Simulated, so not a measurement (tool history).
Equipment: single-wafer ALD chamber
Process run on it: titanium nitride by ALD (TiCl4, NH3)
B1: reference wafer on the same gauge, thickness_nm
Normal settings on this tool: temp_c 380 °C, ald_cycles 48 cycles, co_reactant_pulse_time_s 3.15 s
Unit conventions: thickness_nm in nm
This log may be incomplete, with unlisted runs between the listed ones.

{"run": 1, "hour": 0.0, "temp_c": 384, "ald_cycles": 48, "co_reactant_pulse_time_s": 3.15, "B1": 0.94, "thickness_nm": 1.007}
{"run": 2, "hour": 65.3, "temp_c": 384, "ald_cycles": 48, "co_reactant_pulse_time_s": 3.15, "B1": 0.94, "thickness_nm": 1.008}
{"run": 3, "hour": 135.6, "temp_c": 384, "ald_cycles": 48, "co_reactant_pulse_time_s": 3.15, "B1": 0.94, "thickness_nm": 1.004}
{"run": 4, "hour": 193.8, "temp_c": 380, "ald_cycles": 48, "co_reactant_pulse_time_s": 3.15, "B1": 0.941, "thickness_nm": 1.004}
{"run": 5, "hour": 263.1, "temp_c": 380, "ald_cycles": 48, "co_reactant_pulse_time_s": 3.15, "B1": 0.941, "thickness_nm": 1.005}
{"run": 6, "hour": 338.5, "temp_c": 380, "ald_cycles": 48, "co_reactant_pulse_time_s": 3.15, "B1": 0.94, "thickness_nm": 1.002}
{"hour": 383.2, "done": "gauge calibrated"}
{"run": 7, "hour": 399.8, "temp_c": 380, "ald_cycles": 48, "co_reactant_pulse_time_s": 3.15, "B1": 0.94, "thickness_nm": 1.007}
{"run": 8, "hour": 506.1, "temp_c": 380, "ald_cycles": 48, "co_reactant_pulse_time_s": 3.15, "B1": 0.94, "thickness_nm": 1.003}
{"hour": 534.4, "done": "showerhead replaced"}
{"run": 9, "hour": 552.2, "temp_c": 383, "ald_cycles": 48, "co_reactant_pulse_time_s": 3.59, "B1": 0.94, "thickness_nm": 1.015}
{"run": 10, "hour": 613.5, "temp_c": 368, "ald_cycles": 48, "co_reactant_pulse_time_s": 3.15, "B1": 0.939, "thickness_nm": 0.993}
{"run": 11, "hour": 657.5, "temp_c": 380, "ald_cycles": 48, "co_reactant_pulse_time_s": 3.15, "B1": 0.94, "thickness_nm": 1.012}
{"run": 12, "hour": 714.0, "temp_c": 380, "ald_cycles": 40, "co_reactant_pulse_time_s": 3.15, "B1": 0.94, "thickness_nm": 0.838}
{"run": 13, "hour": 756.5, "temp_c": 380, "ald_cycles": 48, "co_reactant_pulse_time_s": 3.15, "B1": 0.94, "thickness_nm": 1.002}
{"hour": 795.6, "done": "thermocouple changed; heater temperature recalibrated"}
{"run": 14, "hour": 823.9, "temp_c": 366, "ald_cycles": 48, "co_reactant_pulse_time_s": 4.02, "B1": 0.941, "thickness_nm": 1.01}
{"run": 15, "hour": 912.1, "temp_c": 380, "ald_cycles": 45, "co_reactant_pulse_time_s": 3.15, "B1": 0.939, "thickness_nm": 0.941}
{"run": 16, "hour": 1008.5, "temp_c": 367, "ald_cycles": 56, "co_reactant_pulse_time_s": 3.59, "B1": 0.94, "thickness_nm": 1.173}
{"hour": 1025.7, "done": "gauge calibrated"}
{"run": 17, "hour": 1108.3, "temp_c": 380, "ald_cycles": 56, "co_reactant_pulse_time_s": 3.15, "B1": 0.94, "thickness_nm": 1.173}
{"run": 18, "hour": 1204.6, "temp_c": 389, "ald_cycles": 43, "co_reactant_pulse_time_s": 2.52, "B1": 0.94, "thickness_nm": 0.884}
{"run": 19, "hour": 1268.3, "temp_c": 369, "ald_cycles": 39, "co_reactant_pulse_time_s": 3.15, "B1": 0.941, "thickness_nm": 0.807}

For each run, what was the tool's unlogged condition?
wafer temperature above the value expected at the setpoint (K): 0, the same for each run
gauge reads high (%): 0, the same for each run

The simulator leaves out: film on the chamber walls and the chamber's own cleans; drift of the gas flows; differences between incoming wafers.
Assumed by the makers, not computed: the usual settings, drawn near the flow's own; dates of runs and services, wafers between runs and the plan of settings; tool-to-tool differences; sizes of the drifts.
